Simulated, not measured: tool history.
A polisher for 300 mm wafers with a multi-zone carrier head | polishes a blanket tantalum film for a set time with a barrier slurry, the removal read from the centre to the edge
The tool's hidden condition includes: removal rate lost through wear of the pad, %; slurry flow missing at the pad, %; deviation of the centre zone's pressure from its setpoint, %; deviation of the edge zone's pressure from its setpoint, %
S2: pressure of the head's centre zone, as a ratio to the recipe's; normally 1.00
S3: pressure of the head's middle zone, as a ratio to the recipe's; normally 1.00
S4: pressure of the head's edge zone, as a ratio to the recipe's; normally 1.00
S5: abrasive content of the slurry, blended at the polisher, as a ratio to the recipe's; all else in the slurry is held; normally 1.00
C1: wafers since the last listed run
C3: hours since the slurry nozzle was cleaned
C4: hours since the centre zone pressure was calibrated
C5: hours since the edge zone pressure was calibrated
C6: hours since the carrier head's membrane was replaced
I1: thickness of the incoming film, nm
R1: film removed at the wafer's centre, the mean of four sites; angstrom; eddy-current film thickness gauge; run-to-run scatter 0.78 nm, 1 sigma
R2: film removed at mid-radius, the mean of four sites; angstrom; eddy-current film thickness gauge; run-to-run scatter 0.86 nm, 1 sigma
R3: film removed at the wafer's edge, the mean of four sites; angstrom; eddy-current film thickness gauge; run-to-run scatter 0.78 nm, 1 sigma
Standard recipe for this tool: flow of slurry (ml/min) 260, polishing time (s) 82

{"run": 1, "hour": 0.0, "flow of slurry (ml/min)": 260, "S2": 1.0, "S3": 1.0, "S4": 1.0, "S5": 1.0, "polishing time (s)": 82, "C1": 0, "wafers polished on this pad": 4, "C3": 382.9, "C4": 129.0, "C5": 237.7, "C6": 113.7, "I1": 339.4, "R1": 656, "R2": 663, "R3": 655}
{"run": 2, "hour": 3.7, "flow of slurry (ml/min)": 260, "S2": 1.11, "S3": 1.0, "S4": 0.93, "S5": 1.15, "polishing time (s)": 99, "C1": 31, "wafers polished on this pad": 35, "C3": 386.6, "C4": 132.7, "C5": 241.4, "C6": 117.4, "I1": 332.8, "R1": 937, "R2": 828, "R3": 811}
{"run": 3, "hour": 14.6, "flow of slurry (ml/min)": 260, "S2": 1.0, "S3": 1.0, "S4": 0.89, "S5": 1.0, "polishing time (s)": 82, "C1": 92, "wafers polished on this pad": 127, "C3": 397.5, "C4": 143.6, "C5": 252.3, "C6": 128.3, "I1": 334.7, "R1": 660, "R2": 660, "R3": 633}
{"run": 4, "hour": 22.3, "flow of slurry (ml/min)": 200, "S2": 0.91, "S3": 1.0, "S4": 1.0, "S5": 1.0, "polishing time (s)": 82, "C1": 65, "wafers polished on this pad": 193, "C3": 405.2, "C4": 151.3, "C5": 260.0, "C6": 136.0, "I1": 339.0, "R1": 586, "R2": 630, "R3": 633}
{"run": 5, "hour": 38.9, "flow of slurry (ml/min)": 260, "S2": 1.0, "S3": 1.08, "S4": 1.0, "S5": 1.25, "polishing time (s)": 82, "C1": 140, "wafers polished on this pad": 333, "C3": 421.8, "C4": 167.9, "C5": 276.6, "C6": 152.6, "I1": 337.7, "R1": 708, "R2": 746, "R3": 695}
{"hour": 45.2, "done": "edge zone pressure recalibrated"}
{"run": 6, "hour": 55.8, "flow of slurry (ml/min)": 260, "S2": 0.89, "S3": 1.0, "S4": 1.0, "S5": 1.0, "polishing time (s)": 90, "C1": 126, "wafers polished on this pad": 459, "C3": 438.7, "C4": 184.8, "C5": 10.6, "C6": 169.5, "I1": 345.0, "R1": 646, "R2": 738, "R3": 708}
{"run": 7, "hour": 63.8, "flow of slurry (ml/min)": 310, "S2": 1.0, "S3": 1.0, "S4": 1.0, "S5": 1.0, "polishing time (s)": 82, "C1": 67, "wafers polished on this pad": 527, "C3": 446.7, "C4": 192.8, "C5": 18.6, "C6": 177.5, "I1": 343.7, "R1": 667, "R2": 669, "R3": 667}
{"run": 8, "hour": 71.8, "flow of slurry (ml/min)": 260, "S2": 1.0, "S3": 1.0, "S4": 1.0, "S5": 1.0, "polishing time (s)": 82, "C1": 67, "wafers polished on this pad": 595, "C3": 454.7, "C4": 200.8, "C5": 26.6, "C6": 185.5, "I1": 340.6, "R1": 646, "R2": 648, "R3": 644}
{"run": 9, "hour": 79.1, "flow of slurry (ml/min)": 260, "S2": 1.09, "S3": 1.0, "S4": 1.0, "S5": 1.0, "polishing time (s)": 111, "C1": 61, "wafers polished on this pad": 656, "C3": 462.0, "C4": 208.1, "C5": 33.9, "C6": 192.8, "I1": 332.6, "R1": 927, "R2": 867, "R3": 875}
{"run": 10, "hour": 93.8, "flow of slurry (ml/min)": 260, "S2": 1.0, "S3": 1.0, "S4": 1.0, "S5": 1.0, "polishing time (s)": 82, "C1": 124, "wafers polished on this pad": 781, "C3": 476.7, "C4": 222.8, "C5": 48.6, "C6": 207.5, "I1": 340.8, "R1": 633, "R2": 636, "R3": 632}
{"hour": 101.0, "done": "slurry nozzle cleaned"}
{"run": 11, "hour": 102.1, "flow of slurry (ml/min)": 260, "S2": 1.0, "S3": 1.0, "S4": 1.0, "S5": 0.9, "polishing time (s)": 82, "C1": 61, "wafers polished on this pad": 843, "C3": 1.1, "C4": 231.1, "C5": 56.9, "C6": 215.8, "I1": 341.2, "R1": 608, "R2": 603, "R3": 615}
{"run": 12, "hour": 113.8, "flow of slurry (ml/min)": 260, "S2": 1.0, "S3": 1.03, "S4": 1.0, "S5": 1.0, "polishing time (s)": 82, "C1": 99, "wafers polished on this pad": 942, "C3": 12.8, "C4": 242.8, "C5": 68.6, "C6": 227.5, "I1": 344.8, "R1": 610, "R2": 661, "R3": 611}
{"run": 13, "hour": 123.4, "flow of slurry (ml/min)": 200, "S2": 1.0, "S3": 1.07, "S4": 1.0, "S5": 1.2, "polishing time (s)": 82, "C1": 81, "wafers polished on this pad": 1023, "C3": 22.4, "C4": 252.4, "C5": 78.2, "C6": 237.1, "I1": 333.1, "R1": 621, "R2": 654, "R3": 627}
{"run": 14, "hour": 129.6, "flow of slurry (ml/min)": 205, "S2": 0.89, "S3": 1.0, "S4": 1.0, "S5": 1.0, "polishing time (s)": 82, "C1": 52, "wafers polished on this pad": 1075, "C3": 28.6, "C4": 258.6, "C5": 84.4, "C6": 243.3, "I1": 342.7, "R1": 526, "R2": 592, "R3": 591}
{"hour": 143.8, "done": "worn pad replaced by a new one"}
{"run": 15, "hour": 146.6, "flow of slurry (ml/min)": 215, "S2": 1.0, "S3": 1.1, "S4": 1.0, "S5": 0.75, "polishing time (s)": 82, "C1": 110, "wafers polished on this pad": 24, "C3": 45.6, "C4": 275.6, "C5": 101.4, "C6": 260.3, "I1": 338.9, "R1": 567, "R2": 624, "R3": 563}

Run 16 comes next. What will it give?
{"run": 16, "hour": 161.7, "flow of slurry (ml/min)": 260, "S2": 1.0, "S3": 1.0, "S4": 1.0, "S5": 1.0, "polishing time (s)": 82, "C1": 127, "wafers polished on this pad": 151, "C3": 60.7, "C4": 290.7, "C5": 116.5, "C6": 275.4, "I1": 343.8, "R1": "?", "R2": "?", "R3": "?"}

R1: 639 angstrom
R2: 656 angstrom
R3: 638 angstrom
Without the tool's hidden state the same run would have given R1 655 angstrom, R2 674 angstrom, R3 655 angstrom.
